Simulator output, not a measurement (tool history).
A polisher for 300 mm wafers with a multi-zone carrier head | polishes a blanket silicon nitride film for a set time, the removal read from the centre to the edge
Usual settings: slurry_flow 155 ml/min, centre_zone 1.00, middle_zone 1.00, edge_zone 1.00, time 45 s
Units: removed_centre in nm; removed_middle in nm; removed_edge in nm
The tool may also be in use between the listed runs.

run    day  slurry_flow  centre_zone  middle_zone  edge_zone  time  incoming thickness of the incoming film, nm  removed_centre  removed_middle  removed_edge
  1  0.000          155         1.00         1.00       1.00    45                                        899.6            48.2            46.9          48.1
     0.183  -- worn pad replaced by a new one
  2  0.333          155         1.00         1.00       1.00    45                                        898.7            50.5            50.6          50.9
  3  0.717          155         1.00         1.00       1.00    45                                        901.0            51.2            49.5          50.8
  4  1.250          135         1.00         1.00       1.00    45                                        900.3            47.6            46.7          49.1
  5  1.867          135         1.00         1.00       1.00    45                                        908.2            46.8            46.8          47.9
     2.121  -- worn pad replaced by a new one
  6  2.208          155         1.00         1.00       1.00    55                                        910.4            61.1            60.6          63.0
  7  2.638          155         1.00         1.00       1.00    55                                        898.6            63.7            61.6          62.8
     3.038  -- slurry nozzle cleaned
  8  3.138          155         1.00         1.00       1.00    55                                        921.6            61.6            59.6          61.6
  9  3.542          155         1.00         1.00       1.00    45                                        917.0            49.3            48.4          48.4
     3.812  -- centre zone pressure recalibrated
 10  3.942          155         1.00         1.00       1.00    45                                        901.3            47.1            48.9          48.4
     4.192  -- carrier head's membrane replaced by a new one, of another model than before
     4.212  -- worn pad replaced by a new one
 11  4.475          155         1.00         1.00       1.00    45                                        912.1            50.9            51.2          51.2
 12  5.079          185         1.00         1.00       1.09    45                                        911.2            52.9            51.7          53.4
     6.054  -- worn pad replaced by a new one
 13  6.212          155         1.00         0.89       1.00    45                                        926.0            50.8            47.8          51.6
     6.517  -- edge zone pressure recalibrated
 14  6.871          155         1.07         0.93       1.06    37                                        896.4            43.2            40.4          42.8
 15  7.446          155         1.00         1.00       1.00    55                                        904.9            59.1            60.4          59.7
     7.879  -- worn pad replaced by a new one
 16  7.900          155         1.00         1.08       0.96    45                                        921.6            49.7            51.8          49.9
 17  8.429          140         0.89         0.93       0.94    45                                        904.6            47.0            48.4          47.9
 18  8.704          140         1.00         1.00       1.00    33                                        914.2            35.4            35.6          36.4
 19  9.350          155         1.00         1.00       1.00    39                                        910.0            41.5            42.6          42.8
     9.921  -- worn pad replaced by a new one
 20  9.942          155         1.00         1.00       0.88    45                                        929.5            51.2            50.2          49.0

4 ways to go on from here, each from the tool as it stands after run 20. What would each give?
  A  9.958          155         1.00         1.00       1.00    45                                        918.5               ?               ?             ?
  B  9.958          110         1.00         1.00       1.05    45                                        918.5               ?               ?             ?
  C  9.958          155         0.94         1.00       1.06    45                                        918.5               ?               ?             ?
  D  9.958          185         1.00         1.12       0.89    57                                        918.5               ?               ?             ?

run  removed_centre  removed_middle  removed_edge
  A            50.1            50.9          51.1
  B            45.4            46.7          49.0
  C            48.7            50.9          52.2
  D            65.8            69.8          63.6
Without the tool's hidden state the same runs would have given:
run  removed_centre  removed_middle  removed_edge
  A            50.4            51.3          51.4
  B            45.7            47.0          49.3
  C            49.1            51.3          52.6
  D            66.3            70.2          64.0
